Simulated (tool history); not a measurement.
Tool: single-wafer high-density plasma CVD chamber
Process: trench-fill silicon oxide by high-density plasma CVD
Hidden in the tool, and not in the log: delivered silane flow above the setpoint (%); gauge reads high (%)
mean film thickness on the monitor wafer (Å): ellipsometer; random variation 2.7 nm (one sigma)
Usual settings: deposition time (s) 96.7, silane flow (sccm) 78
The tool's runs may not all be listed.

run,day,deposition time (s),silane flow (sccm),wafers since the last listed run,hours since the silane flow controller was replaced,hours since the gauge calibration,"read-back reference wafer on the same gauge, thickness_nm",mean film thickness on the monitor wafer (Å)
1,0,96.7,84,0,1695.9,20.8,816.282,8462.23
2,1.479,82.1,78,545,1731.4,56.3,815.248,6666.8
3,2.342,82.1,78,317,1752.1,77,815.869,6714.07
4,3.571,82.1,78,452,1781.6,106.5,815.817,6701.32
5,4.108,96.7,78,198,1794.5,119.4,815.505,7910.22
6,5.246,96.7,78,419,1821.8,146.7,816.331,7883.7
7,5.754,96.7,83,187,1834,158.9,815.623,8407.59
8,6.729,96.7,78,359,1857.4,182.3,816.637,7885.41
9,7.942,96.7,78,446,1886.5,211.4,816.25,7948.09
10,9.438,96.7,78,551,1922.4,247.3,816.241,7905.96
11,12.921,96.7,78,1283,2006,330.9,815.932,7878.15
12,14.062,113,73,420,2033.4,358.3,816.294,8676.37
13,15.012,88.4,83,350,2056.2,381.1,816.817,7667.22
14,16.417,96.7,78,517,2089.9,414.8,815.536,7918.6
15,17.796,110.8,71,508,2123,447.9,816.733,8364.01
# day 18.204: silane flow controller replaced
16,19.262,86.3,72,417,25.4,483.1,815.435,6523.69
17,20.4,96.7,89,419,52.7,510.4,815.711,8916.78
# day 21.533: gauge calibrated
18,21.762,106.8,91,502,85.4,5.5,815.885,10118.25
19,23.033,96.7,78,468,115.9,36,815.575,7876.4
20,24.1,96.7,78,393,141.5,61.6,815.69,7897.78
21,25.475,90.9,72,506,174.5,94.6,815.934,6877.33
22,26.321,96.7,78,311,194.8,114.9,815.94,7916.97

The next listed run, before its measurement:
23,27.671,87.6,78,497,227.2,147.3,?,?

{"run 23": {"read-back reference wafer on the same gauge, thickness_nm": 816.118, "mean film thickness on the monitor wafer (Å)": 7135.08}}
Without the tool's hidden state the same run would have given mean film thickness on the monitor wafer (Å) 7135.08.
